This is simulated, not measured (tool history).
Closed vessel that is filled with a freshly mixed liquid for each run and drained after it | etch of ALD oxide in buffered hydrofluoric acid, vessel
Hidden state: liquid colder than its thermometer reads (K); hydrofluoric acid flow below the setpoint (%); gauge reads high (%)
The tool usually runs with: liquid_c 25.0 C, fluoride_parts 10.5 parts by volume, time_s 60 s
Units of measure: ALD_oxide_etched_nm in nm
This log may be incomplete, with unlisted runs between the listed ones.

| run | hour | liquid_c | fluoride_parts | time_s | wafers since the last listed run | hours since the thermometer was replaced | hours since the hydrofluoric acid flow meter was replaced | hours since the gauge calibration | read-back film thickness of the ALD oxide reference wafer, read on the same gauge (nm) | ALD_oxide_etched_nm |
|---|---|---|---|---|---|---|---|---|---|---|
| 1 | 0.0 | 29.0 | 10.5 | 80 | 0 | 1283.2 | 1745.3 | 170.8 | 39.99 | 195.30 |
| 2 | 7.6 | 25.0 | 10.5 | 60 | 997 | 1290.8 | 1752.9 | 178.4 | 40.00 | 118.71 |
| 3 | 19.2 | 25.0 | 10.5 | 60 | 1522 | 1302.4 | 1764.5 | 190.0 | 39.99 | 116.61 |
| 4 | 27.9 | 25.0 | 10.5 | 60 | 1141 | 1311.1 | 1773.2 | 198.7 | 39.98 | 117.70 |
| 5 | 38.8 | 25.0 | 10.5 | 60 | 1430 | 1322.0 | 1784.1 | 209.6 | 39.99 | 117.96 |
| 6 | 47.6 | 25.0 | 10.5 | 60 | 1154 | 1330.8 | 1792.9 | 218.4 | 39.99 | 118.07 |
| 7 | 56.8 | 25.0 | 10.5 | 60 | 1207 | 1340.0 | 1802.1 | 227.6 | 40.01 | 118.45 |
|  | 64.7 | hydrofluoric acid flow meter replaced |
| 8 | 71.6 | 25.0 | 10.5 | 85 | 1810 | 1354.8 | 6.9 | 242.4 | 40.02 | 184.79 |
|  | 84.5 | thermometer replaced |
| 9 | 85.0 | 25.0 | 10.5 | 85 | 1627 | 0.5 | 20.3 | 255.8 | 40.03 | 183.87 |
| 10 | 97.7 | 25.0 | 10.5 | 85 | 1666 | 13.2 | 33.0 | 268.5 | 40.00 | 186.28 |
| 11 | 105.3 | 25.0 | 10.5 | 60 | 997 | 20.8 | 40.6 | 276.1 | 39.99 | 131.08 |
| 12 | 116.3 | 21.5 | 11.5 | 75 | 1443 | 31.8 | 51.6 | 287.1 | 40.00 | 123.64 |
| 13 | 159.0 | 22.0 | 7.0 | 70 | 5602 | 74.5 | 94.3 | 329.8 | 39.98 | 188.34 |
| 14 | 171.1 | 25.0 | 9.0 | 60 | 1587 | 86.6 | 106.4 | 341.9 | 40.01 | 148.05 |
| 15 | 178.0 | 25.0 | 10.5 | 90 | 905 | 93.5 | 113.3 | 348.8 | 40.00 | 196.18 |
| 16 | 194.4 | 29.5 | 8.5 | 60 | 2151 | 109.9 | 129.7 | 365.2 | 40.02 | 196.26 |
| 17 | 202.9 | 27.0 | 14.5 | 60 | 1115 | 118.4 | 138.2 | 373.7 | 40.01 | 104.92 |
| 18 | 219.1 | 27.0 | 10.5 | 60 | 2125 | 134.6 | 154.4 | 389.9 | 40.00 | 144.25 |
| 19 | 227.9 | 25.0 | 7.5 | 60 | 1154 | 143.4 | 163.2 | 398.7 | 40.02 | 175.23 |
| 20 | 235.6 | 25.0 | 10.5 | 60 | 1010 | 151.1 | 170.9 | 406.4 | 39.99 | 129.79 |
| 21 | 243.5 | 21.5 | 10.5 | 95 | 1036 | 159.0 | 178.8 | 414.3 | 39.99 | 169.13 |
|  | 245.7 | gauge calibrated |
| 22 | 251.9 | 27.5 | 12.5 | 60 | 1102 | 167.4 | 187.2 | 6.2 | 39.99 | 124.51 |
| 23 | 261.1 | 25.0 | 10.5 | 60 | 1207 | 176.6 | 196.4 | 15.4 | 40.01 | 130.67 |
| 24 | 270.3 | 28.0 | 13.0 | 50 | 1207 | 185.8 | 205.6 | 24.6 | 40.00 | 102.28 |
| 25 | 282.1 | 25.0 | 10.5 | 60 | 1548 | 197.6 | 217.4 | 36.4 | 40.00 | 131.02 |
| 26 | 291.0 | 25.0 | 14.0 | 45 | 1167 | 206.5 | 226.3 | 45.3 | 40.02 | 72.91 |
| 27 | 299.6 | 21.0 | 10.5 | 85 | 1128 | 215.1 | 234.9 | 53.9 | 39.99 | 146.91 |
| 28 | 313.0 | 28.5 | 12.0 | 60 | 1758 | 228.5 | 248.3 | 67.3 | 40.00 | 138.64 |
| 29 | 322.6 | 29.5 | 8.0 | 30 | 1259 | 238.1 | 257.9 | 76.9 | 40.00 | 105.68 |
| 30 | 339.7 | 25.0 | 10.5 | 60 | 2243 | 255.2 | 275.0 | 94.0 | 40.00 | 130.80 |
| 31 | 349.6 | 25.0 | 12.5 | 80 | 1299 | 265.1 | 284.9 | 103.9 | 39.99 | 146.52 |
| 32 | 364.7 | 23.0 | 10.5 | 95 | 1981 | 280.2 | 300.0 | 119.0 | 40.02 | 183.28 |
| 33 | 381.4 | 25.0 | 10.5 | 60 | 2191 | 296.9 | 316.7 | 135.7 | 40.01 | 129.86 |
| 34 | 397.8 | 25.0 | 8.5 | 60 | 2151 | 313.3 | 333.1 | 152.1 | 40.01 | 153.65 |

Measured minus without-hidden-state, run by run (identical run-to-run variation in each term; gauge scatter may differ):
| run | ALD_oxide_etched_nm |
|---|---|
| 1 | -21.98 |
| 2 | -13.44 |
| 3 | -13.29 |
| 4 | -13.49 |
| 5 | -13.60 |
| 6 | -13.70 |
| 7 | -13.81 |
| 8 | -0.43 |
| 9 | -0.56 |
| 10 | -0.71 |
| 11 | -0.55 |
| 12 | -0.60 |
| 13 | -1.50 |
| 14 | -0.75 |
| 15 | -1.62 |
| 16 | -2.03 |
| 17 | -1.03 |
| 18 | -1.54 |
| 19 | -2.17 |
| 20 | -1.50 |
| 21 | -2.04 |
| 22 | -1.56 |
| 23 | -1.69 |
| 24 | -1.39 |
| 25 | -1.86 |
| 26 | -1.09 |
| 27 | -2.24 |
| 28 | -2.23 |
| 29 | -1.95 |
| 30 | -2.29 |
| 31 | -2.66 |
| 32 | -3.47 |
| 33 | -2.59 |
| 34 | -3.57 |

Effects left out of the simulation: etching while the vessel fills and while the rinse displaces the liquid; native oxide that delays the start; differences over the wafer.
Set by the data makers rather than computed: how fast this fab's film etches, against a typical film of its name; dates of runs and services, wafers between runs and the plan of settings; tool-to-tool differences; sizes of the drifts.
